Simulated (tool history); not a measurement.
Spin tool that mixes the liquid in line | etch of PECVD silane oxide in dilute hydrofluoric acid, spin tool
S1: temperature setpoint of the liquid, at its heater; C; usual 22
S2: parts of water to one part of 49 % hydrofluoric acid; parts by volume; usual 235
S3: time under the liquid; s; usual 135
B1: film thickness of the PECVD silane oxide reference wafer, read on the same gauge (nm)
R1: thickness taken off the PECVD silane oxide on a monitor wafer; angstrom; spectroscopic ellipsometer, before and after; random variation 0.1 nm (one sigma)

{"run": 1, "hour": 0.0, "S1": 20.5, "S2": 295, "S3": 135, "B1": 109.98, "R1": 173.9}
{"run": 2, "hour": 52.7, "S1": 20.5, "S2": 295, "S3": 135, "B1": 109.95, "R1": 173}
{"run": 3, "hour": 100.6, "S1": 22, "S2": 235, "S3": 110, "B1": 110.03, "R1": 199.6}
{"run": 4, "hour": 207.0, "S1": 22, "S2": 235, "S3": 110, "B1": 110.02, "R1": 199.9}
{"run": 5, "hour": 298.1, "S1": 22, "S2": 235, "S3": 110, "B1": 110.04, "R1": 199.7}
{"hour": 396.2, "done": "thermometer replaced"}
{"run": 6, "hour": 402.4, "S1": 22, "S2": 300, "S3": 135, "B1": 110, "R1": 182.1}
{"run": 7, "hour": 507.6, "S1": 22, "S2": 300, "S3": 135, "B1": 110.02, "R1": 181.6}
{"run": 8, "hour": 595.8, "S1": 22, "S2": 300, "S3": 135, "B1": 109.99, "R1": 182.5}
{"run": 9, "hour": 683.4, "S1": 19.5, "S2": 235, "S3": 135, "B1": 110.01, "R1": 226.1}
{"run": 10, "hour": 745.7, "S1": 19.5, "S2": 235, "S3": 135, "B1": 110, "R1": 224}
{"run": 11, "hour": 837.0, "S1": 19.5, "S2": 235, "S3": 135, "B1": 110, "R1": 226.1}
{"run": 12, "hour": 897.7, "S1": 22, "S2": 235, "S3": 135, "B1": 110, "R1": 248.1}
{"run": 13, "hour": 975.8, "S1": 22, "S2": 235, "S3": 135, "B1": 110.01, "R1": 247.2}
{"run": 14, "hour": 1076.0, "S1": 22, "S2": 140, "S3": 135, "B1": 110.02, "R1": 458}
{"run": 15, "hour": 1159.9, "S1": 22, "S2": 140, "S3": 135, "B1": 109.98, "R1": 462.1}
{"run": 16, "hour": 1201.6, "S1": 25, "S2": 155, "S3": 95, "B1": 110.02, "R1": 322.4}
{"hour": 1300.9, "done": "thermometer replaced"}
{"run": 17, "hour": 1301.4, "S1": 27, "S2": 190, "S3": 65, "B1": 110.01, "R1": 187.2}
{"run": 18, "hour": 1394.8, "S1": 22, "S2": 235, "S3": 55, "B1": 110, "R1": 102.8}
{"run": 19, "hour": 1470.0, "S1": 22, "S2": 235, "S3": 135, "B1": 110.01, "R1": 251.2}
{"hour": 1526.9, "done": "gauge calibrated"}
{"run": 20, "hour": 1544.1, "S1": 20.5, "S2": 160, "S3": 135, "B1": 109.98, "R1": 379.1}
{"run": 21, "hour": 1587.9, "S1": 17, "S2": 235, "S3": 60, "B1": 110.01, "R1": 92.3}
{"hour": 1628.6, "done": "hydrofluoric acid flow meter replaced"}
{"run": 22, "hour": 1671.0, "S1": 22, "S2": 235, "S3": 135, "B1": 109.97, "R1": 237.4}
{"run": 23, "hour": 1759.8, "S1": 17, "S2": 125, "S3": 110, "B1": 110, "R1": 335.1}
{"run": 24, "hour": 1804.5, "S1": 20.5, "S2": 235, "S3": 135, "B1": 110, "R1": 226.5}
{"run": 25, "hour": 1846.0, "S1": 19.5, "S2": 235, "S3": 180, "B1": 109.98, "R1": 288.4}
{"run": 26, "hour": 1941.9, "S1": 22, "S2": 300, "S3": 135, "B1": 109.97, "R1": 175.8}
{"run": 27, "hour": 2047.9, "S1": 25, "S2": 185, "S3": 65, "B1": 110, "R1": 173.8}
{"run": 28, "hour": 2121.0, "S1": 18, "S2": 235, "S3": 100, "B1": 109.97, "R1": 152.5}
{"run": 29, "hour": 2163.2, "S1": 22, "S2": 145, "S3": 135, "B1": 110.02, "R1": 430.8}

5 ways to go on from here, each from the tool as it stands after run 29. What would each give?
{"run": "A", "hour": 2163.7, "S1": 22, "S2": 295, "S3": 135, "B1": "?", "R1": "?"}
{"run": "B", "hour": 2163.7, "S1": 18, "S2": 165, "S3": 180, "B1": "?", "R1": "?"}
{"run": "C", "hour": 2163.7, "S1": 22, "S2": 235, "S3": 70, "B1": "?", "R1": "?"}
{"run": "D", "hour": 2163.7, "S1": 20, "S2": 235, "S3": 135, "B1": "?", "R1": "?"}
{"run": "E", "hour": 2163.7, "S1": 26, "S2": 200, "S3": 70, "B1": "?", "R1": "?"}

run=A B1=110 R1=181.9
run=B B1=110 R1=421.1
run=C B1=110 R1=125.4
run=D B1=110 R1=224.3
run=E B1=110 R1=176.9
Without the tool's hidden state the same runs would have given:
run=A R1=178.9
run=B R1=414.8
run=C R1=123.4
run=D R1=220.8
run=E R1=174.1
